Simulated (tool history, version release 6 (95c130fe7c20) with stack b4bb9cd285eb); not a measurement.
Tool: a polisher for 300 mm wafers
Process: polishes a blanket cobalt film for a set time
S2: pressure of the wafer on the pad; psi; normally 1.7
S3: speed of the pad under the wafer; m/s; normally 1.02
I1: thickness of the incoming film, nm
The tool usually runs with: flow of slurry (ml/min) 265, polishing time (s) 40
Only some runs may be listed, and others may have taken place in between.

{"run": 1, "day": 0.0, "flow of slurry (ml/min)": 265, "S2": 1.7, "S3": 1.02, "polishing time (s)": 40, "I1": 1358.1, "film removed (Å)": 1518}
{"run": 2, "day": 2.642, "flow of slurry (ml/min)": 265, "S2": 1.7, "S3": 1.02, "polishing time (s)": 40, "I1": 1349.0, "film removed (Å)": 1479}
{"day": 3.479, "done": "worn pad replaced by a new one"}
{"run": 3, "day": 4.05, "flow of slurry (ml/min)": 265, "S2": 1.7, "S3": 1.02, "polishing time (s)": 40, "I1": 1360.5, "film removed (Å)": 1594}
{"run": 4, "day": 4.929, "flow of slurry (ml/min)": 265, "S2": 1.7, "S3": 1.02, "polishing time (s)": 40, "I1": 1347.4, "film removed (Å)": 1611}
{"run": 5, "day": 5.854, "flow of slurry (ml/min)": 265, "S2": 1.7, "S3": 1.02, "polishing time (s)": 47, "I1": 1341.3, "film removed (Å)": 1872}
{"run": 6, "day": 6.796, "flow of slurry (ml/min)": 265, "S2": 1.7, "S3": 1.02, "polishing time (s)": 47, "I1": 1362.1, "film removed (Å)": 1852}
{"run": 7, "day": 7.917, "flow of slurry (ml/min)": 265, "S2": 1.7, "S3": 1.02, "polishing time (s)": 40, "I1": 1345.6, "film removed (Å)": 1605}
{"run": 8, "day": 8.925, "flow of slurry (ml/min)": 315, "S2": 1.7, "S3": 1.02, "polishing time (s)": 40, "I1": 1367.2, "film removed (Å)": 1576}
{"run": 9, "day": 9.567, "flow of slurry (ml/min)": 315, "S2": 1.7, "S3": 1.02, "polishing time (s)": 40, "I1": 1360.2, "film removed (Å)": 1522}
{"run": 10, "day": 10.817, "flow of slurry (ml/min)": 315, "S2": 1.7, "S3": 1.02, "polishing time (s)": 40, "I1": 1339.9, "film removed (Å)": 1500}
{"day": 11.558, "done": "worn pad replaced by a new one"}
{"run": 11, "day": 11.725, "flow of slurry (ml/min)": 265, "S2": 1.7, "S3": 1.02, "polishing time (s)": 40, "I1": 1349.0, "film removed (Å)": 1598}
{"run": 12, "day": 14.454, "flow of slurry (ml/min)": 265, "S2": 1.7, "S3": 1.02, "polishing time (s)": 40, "I1": 1356.6, "film removed (Å)": 1565}
{"run": 13, "day": 15.733, "flow of slurry (ml/min)": 265, "S2": 1.8, "S3": 1.02, "polishing time (s)": 40, "I1": 1353.6, "film removed (Å)": 1633}
{"run": 14, "day": 16.658, "flow of slurry (ml/min)": 265, "S2": 1.7, "S3": 1.28, "polishing time (s)": 40, "I1": 1362.9, "film removed (Å)": 1844}
{"run": 15, "day": 17.183, "flow of slurry (ml/min)": 265, "S2": 1.7, "S3": 1.02, "polishing time (s)": 40, "I1": 1350.3, "film removed (Å)": 1520}
{"run": 16, "day": 18.183, "flow of slurry (ml/min)": 265, "S2": 1.7, "S3": 1.02, "polishing time (s)": 40, "I1": 1348.2, "film removed (Å)": 1475}
{"day": 19.246, "done": "worn pad replaced by a new one"}
{"run": 17, "day": 19.675, "flow of slurry (ml/min)": 180, "S2": 1.3, "S3": 1.02, "polishing time (s)": 40, "I1": 1338.6, "film removed (Å)": 1223}
{"run": 18, "day": 20.825, "flow of slurry (ml/min)": 265, "S2": 2.2, "S3": 0.92, "polishing time (s)": 40, "I1": 1376.1, "film removed (Å)": 1883}
{"day": 20.971, "done": "head pressure recalibrated"}
{"run": 19, "day": 22.133, "flow of slurry (ml/min)": 265, "S2": 1.7, "S3": 1.02, "polishing time (s)": 40, "I1": 1323.3, "film removed (Å)": 1577}
{"run": 20, "day": 23.375, "flow of slurry (ml/min)": 265, "S2": 1.7, "S3": 1.02, "polishing time (s)": 40, "I1": 1348.6, "film removed (Å)": 1541}
{"run": 21, "day": 24.621, "flow of slurry (ml/min)": 265, "S2": 1.7, "S3": 1.02, "polishing time (s)": 40, "I1": 1351.0, "film removed (Å)": 1496}
{"run": 22, "day": 25.65, "flow of slurry (ml/min)": 335, "S2": 1.9, "S3": 0.84, "polishing time (s)": 31, "I1": 1374.3, "film removed (Å)": 1124}
{"day": 25.729, "done": "slurry nozzle cleaned"}
{"run": 23, "day": 26.471, "flow of slurry (ml/min)": 305, "S2": 1.7, "S3": 1.22, "polishing time (s)": 29, "I1": 1340.3, "film removed (Å)": 1258}
{"day": 26.754, "done": "worn pad replaced by a new one"}
{"run": 24, "day": 27.242, "flow of slurry (ml/min)": 215, "S2": 1.5, "S3": 1.32, "polishing time (s)": 36, "I1": 1343.9, "film removed (Å)": 1582}
{"run": 25, "day": 28.288, "flow of slurry (ml/min)": 265, "S2": 2.3, "S3": 0.82, "polishing time (s)": 27, "I1": 1346.9, "film removed (Å)": 1199}
{"run": 26, "day": 29.454, "flow of slurry (ml/min)": 265, "S2": 1.7, "S3": 1.02, "polishing time (s)": 40, "I1": 1319.0, "film removed (Å)": 1613}
{"run": 27, "day": 30.708, "flow of slurry (ml/min)": 265, "S2": 1.7, "S3": 1.02, "polishing time (s)": 40, "I1": 1348.8, "film removed (Å)": 1522}
{"run": 28, "day": 32.029, "flow of slurry (ml/min)": 265, "S2": 1.7, "S3": 1.26, "polishing time (s)": 44, "I1": 1366.1, "film removed (Å)": 1987}
{"run": 29, "day": 33.238, "flow of slurry (ml/min)": 265, "S2": 2.0, "S3": 1.02, "polishing time (s)": 50, "I1": 1342.8, "film removed (Å)": 2181}
{"day": 33.938, "done": "worn pad replaced by a new one"}
{"run": 30, "day": 33.958, "flow of slurry (ml/min)": 235, "S2": 1.3, "S3": 1.14, "polishing time (s)": 36, "I1": 1345.1, "film removed (Å)": 1201}
{"run": 31, "day": 35.029, "flow of slurry (ml/min)": 265, "S2": 1.7, "S3": 1.02, "polishing time (s)": 40, "I1": 1374.7, "film removed (Å)": 1592}
{"run": 32, "day": 35.621, "flow of slurry (ml/min)": 265, "S2": 1.7, "S3": 1.02, "polishing time (s)": 40, "I1": 1337.9, "film removed (Å)": 1569}

Results per run with the tool's hidden condition removed, run-to-run variation unchanged:
Unlogged tool condition in this case: removal rate lost through wear of the pad, %; slurry flow missing at the pad, %; deviation of the head's pressure from its setpoint, %.
run=1 film_removed_(Å)=1590
run=2 film_removed_(Å)=1641
run=3 film_removed_(Å)=1596
run=4 film_removed_(Å)=1618
run=5 film_removed_(Å)=1891
run=6 film_removed_(Å)=1889
run=7 film_removed_(Å)=1664
run=8 film_removed_(Å)=1664
run=9 film_removed_(Å)=1629
run=10 film_removed_(Å)=1659
run=11 film_removed_(Å)=1618
run=12 film_removed_(Å)=1609
run=13 film_removed_(Å)=1707
run=14 film_removed_(Å)=1959
run=15 film_removed_(Å)=1632
run=16 film_removed_(Å)=1622
run=17 film_removed_(Å)=1228
run=18 film_removed_(Å)=1898
run=19 film_removed_(Å)=1606
run=20 film_removed_(Å)=1595
run=21 film_removed_(Å)=1583
run=22 film_removed_(Å)=1216
run=23 film_removed_(Å)=1392
run=24 film_removed_(Å)=1586
run=25 film_removed_(Å)=1206
run=26 film_removed_(Å)=1637
run=27 film_removed_(Å)=1568
run=28 film_removed_(Å)=2094
run=29 film_removed_(Å)=2362
run=30 film_removed_(Å)=1210
run=31 film_removed_(Å)=1607
run=32 film_removed_(Å)=1588
